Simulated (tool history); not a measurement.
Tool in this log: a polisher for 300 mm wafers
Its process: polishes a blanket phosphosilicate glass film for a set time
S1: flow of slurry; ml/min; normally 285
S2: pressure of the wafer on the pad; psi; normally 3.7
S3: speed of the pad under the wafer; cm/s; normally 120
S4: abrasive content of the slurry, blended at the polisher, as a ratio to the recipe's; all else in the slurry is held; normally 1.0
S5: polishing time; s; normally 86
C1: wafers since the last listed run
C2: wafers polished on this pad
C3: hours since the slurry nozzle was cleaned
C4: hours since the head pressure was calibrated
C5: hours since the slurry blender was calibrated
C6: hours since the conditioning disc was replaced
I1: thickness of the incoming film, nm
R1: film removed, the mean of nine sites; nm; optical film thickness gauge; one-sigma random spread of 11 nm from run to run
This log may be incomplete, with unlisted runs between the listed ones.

| run | hour | S1 | S2 | S3 | S4 | S5 | C1 | C2 | C3 | C4 | C5 | C6 | I1 | R1 |
|---|---|---|---|---|---|---|---|---|---|---|---|---|---|---|
| 1 | 0.0 | 285 | 3.7 | 120 | 1.0 | 86 | 0 | 1166 | 356.7 | 1409.2 | 18.5 | 53.8 | 4140.1 | 1190.7 |
| 2 | 13.5 | 285 | 3.7 | 120 | 1.0 | 86 | 152 | 1318 | 370.2 | 1422.7 | 32.0 | 67.3 | 4145.7 | 1187.4 |
|  | 19.3 | worn pad replaced by a new one |
| 3 | 27.5 | 285 | 3.7 | 120 | 1.0 | 86 | 113 | 93 | 384.2 | 1436.7 | 46.0 | 81.3 | 4099.5 | 1168.8 |
| 4 | 45.5 | 285 | 3.7 | 120 | 1.0 | 86 | 203 | 296 | 402.2 | 1454.7 | 64.0 | 99.3 | 4128.6 | 1155.8 |
|  | 57.3 | conditioning disc replaced and pad reconditioned |
|  | 66.0 | head pressure recalibrated |
| 5 | 70.5 | 285 | 3.7 | 120 | 1.1 | 86 | 237 | 534 | 427.2 | 4.5 | 89.0 | 13.2 | 4139.9 | 1044.3 |
| 6 | 81.3 | 385 | 3.7 | 88 | 1.0 | 86 | 122 | 656 | 438.0 | 15.3 | 99.8 | 24.0 | 4034.3 | 824.0 |
|  | 86.2 | slurry nozzle cleaned |
| 7 | 96.8 | 285 | 2.9 | 136 | 1.0 | 86 | 163 | 820 | 10.6 | 30.8 | 115.3 | 39.5 | 4112.2 | 825.9 |
|  | 99.6 | slurry blender recalibrated |
| 8 | 104.5 | 205 | 4.1 | 106 | 1.0 | 96 | 64 | 884 | 18.3 | 38.5 | 4.9 | 47.2 | 4054.6 | 1163.4 |
| 9 | 110.7 | 285 | 3.7 | 120 | 1.0 | 86 | 70 | 954 | 24.5 | 44.7 | 11.1 | 53.4 | 4090.7 | 1031.5 |
| 10 | 124.6 | 285 | 3.7 | 120 | 1.0 | 86 | 157 | 1111 | 38.4 | 58.6 | 25.0 | 67.3 | 4131.0 | 1018.7 |
|  | 133.1 | worn pad replaced by a new one |
| 11 | 135.1 | 285 | 3.7 | 102 | 1.0 | 74 | 73 | 22 | 48.9 | 69.1 | 35.5 | 77.8 | 4173.2 | 800.8 |
| 12 | 150.8 | 285 | 3.7 | 138 | 1.0 | 58 | 177 | 200 | 64.6 | 84.8 | 51.2 | 93.5 | 4098.6 | 757.8 |
| 13 | 157.0 | 245 | 2.8 | 144 | 0.8 | 86 | 70 | 270 | 70.8 | 91.0 | 57.4 | 99.7 | 4119.8 | 677.6 |
| 14 | 164.0 | 285 | 3.7 | 156 | 1.0 | 86 | 79 | 349 | 77.8 | 98.0 | 64.4 | 106.7 | 4144.2 | 1175.2 |
| 15 | 170.9 | 285 | 3.7 | 120 | 1.0 | 86 | 78 | 427 | 84.7 | 104.9 | 71.3 | 113.6 | 4130.8 | 979.9 |
| 16 | 182.9 | 285 | 3.7 | 120 | 1.0 | 86 | 135 | 563 | 96.7 | 116.9 | 83.3 | 125.6 | 4106.8 | 1000.8 |

The next listed run, before its measurement:
|  | 196.0 | conditioning disc replaced and pad reconditioned |
| 17 | 196.5 | 285 | 3.7 | 120 | 1.0 | 86 | 131 | 694 | 110.3 | 130.5 | 96.9 | 0.5 | 4116.5 | ? |

{"run 17": {"R1": 963.4}}
With the hidden condition absent and the run-to-run variation left alone, this run would have shown R1 1034.7 nm.
